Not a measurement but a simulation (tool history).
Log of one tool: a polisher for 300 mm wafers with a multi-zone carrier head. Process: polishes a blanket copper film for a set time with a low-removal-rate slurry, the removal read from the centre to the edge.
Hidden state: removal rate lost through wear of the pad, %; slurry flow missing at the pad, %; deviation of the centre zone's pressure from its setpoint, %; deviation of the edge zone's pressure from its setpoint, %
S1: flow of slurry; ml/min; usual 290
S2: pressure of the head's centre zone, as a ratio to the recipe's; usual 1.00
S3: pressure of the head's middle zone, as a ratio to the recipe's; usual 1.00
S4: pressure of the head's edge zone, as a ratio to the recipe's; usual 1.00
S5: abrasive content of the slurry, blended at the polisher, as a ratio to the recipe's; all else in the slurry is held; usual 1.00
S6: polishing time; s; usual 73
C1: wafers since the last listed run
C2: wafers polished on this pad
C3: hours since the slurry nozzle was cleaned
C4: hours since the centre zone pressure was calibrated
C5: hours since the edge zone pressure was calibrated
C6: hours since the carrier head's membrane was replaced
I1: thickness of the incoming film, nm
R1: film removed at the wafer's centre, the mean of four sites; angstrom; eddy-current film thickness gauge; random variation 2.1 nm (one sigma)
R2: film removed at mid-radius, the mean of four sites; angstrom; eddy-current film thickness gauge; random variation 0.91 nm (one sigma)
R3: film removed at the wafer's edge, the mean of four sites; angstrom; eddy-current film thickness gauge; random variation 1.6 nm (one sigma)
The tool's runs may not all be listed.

run   hour   S1    S2    S3    S4    S5  S6   C1    C2     C3     C4     C5     C6      I1    R1    R2    R3
  1    0.0  215  1.00  1.00  1.00  0.85  73    0   656  332.7  557.0  756.2  220.2  1193.5  1316  1347  1348
  2   17.0  290  1.00  1.00  1.00  1.00  73  106   763  349.7  574.0  773.2  237.2  1220.9  1460  1485  1496
  3   34.8  320  1.00  0.91  1.04  1.00  63  111   875  367.5  591.8  791.0  255.0  1225.9  1296  1205  1290
      55.3  -- edge zone pressure recalibrated
  4   58.4  290  1.00  1.00  1.00  1.00  64  135  1010  391.1  615.4    3.1  278.6  1210.6  1265  1327  1305
  5   90.4  245  1.03  1.00  1.00  1.00  73  201  1212  423.1  647.4   35.1  310.6  1205.0  1449  1463  1451
  6  103.6  290  1.00  1.00  1.07  1.00  73   83  1295  436.3  660.6   48.3  323.8  1196.4  1432  1494  1535
     129.4  -- worn pad replaced by a new one
  7  133.2  290  1.00  1.00  0.95  1.00  73  161    24  465.9  690.2   77.9  353.4  1201.8  1495  1484  1445
     145.7  -- centre zone pressure recalibrated
  8  164.1  290  0.97  1.00  1.00  1.00  73  181   206  496.8   18.4  108.8  384.3  1222.4  1428  1516  1481
  9  187.2  385  1.00  1.00  1.00  0.70  73  145   351  519.9   41.5  131.9  407.4  1220.1  1355  1337  1326
 10  218.5  385  1.00  1.00  1.00  0.70  73  196   548  551.2   72.8  163.2  438.7  1220.0  1315  1350  1338
 11  235.9  290  1.00  1.00  1.00  1.15  73  109   657  568.6   90.2  180.6  456.1  1216.5  1513  1566  1572
     239.7  -- slurry nozzle cleaned
 12  261.8  290  1.00  0.96  1.05  1.00  60  156   814   22.1  116.1  206.5  482.0  1231.9  1220  1193  1223
 13  285.1  375  1.00  1.04  1.00  1.00  94  146   961   45.4  139.4  229.8  505.3  1198.5  1887  2064  1941
 14  302.6  200  1.00  1.04  0.93  1.00  73  110  1071   62.9  156.9  247.3  522.8  1223.7  1392  1477  1381
 15  323.3  290  1.05  1.00  1.00  1.00  73  130  1201   83.6  177.6  268.0  543.5  1215.1  1543  1470  1476
 16  347.1  290  1.00  1.00  1.00  1.00  73  149  1351  107.4  201.4  291.8  567.3  1235.4  1421  1511  1489
 17  360.3  290  1.00  1.00  1.00  1.00  73   83  1434  120.6  214.6  305.0  580.5  1216.0  1484  1491  1484
     368.4  -- worn pad replaced by a new one
 18  373.4  365  1.00  0.92  1.00  1.15  61   57    31  133.7  227.7  318.1  593.6  1225.0  1307  1245  1325
 19  397.6  370  1.04  1.00  1.06  1.20  73  152   183  157.9  251.9  342.3  617.8  1219.6  1706  1616  1651
 20  411.4  355  1.00  1.00  1.00  1.00  55   86   270  171.7  265.7  356.1  631.6  1208.8  1135  1153  1147
 21  435.1  215  1.00  0.95  0.91  1.30  73  149   419  195.4  289.4  379.8  655.3  1216.4  1496  1506  1503
 22  465.3  290  1.00  1.00  1.00  1.00  73  190   609  225.6  319.6  410.0  685.5  1215.7  1462  1499  1484
 23  481.5  240  0.92  1.00  1.00  1.15  94  101   711  241.8  335.8  426.2  701.7  1198.1  1796  1957  1985

3 ways to go on from here, each from the tool as it stands after run 23. What would each give?
  A  481.9  290  1.00  1.00  1.00  1.00  73   2  714  242.2  336.2  426.6  702.1  1209.7   ?   ?   ?
  B  481.9  290  1.00  1.00  1.12  0.85  73   2  714  242.2  336.2  426.6  702.1  1209.7   ?   ?   ?
  C  481.9  290  1.00  1.09  1.00  1.00  73   2  714  242.2  336.2  426.6  702.1  1209.7   ?   ?   ?

run    R1    R2    R3
  A  1459  1506  1456
  B  1379  1423  1441
  C  1460  1621  1454
Without the tool's hidden state the same runs would have given:
run    R1    R2    R3
  A  1459  1506  1456
  B  1379  1423  1441
  C  1460  1621  1454
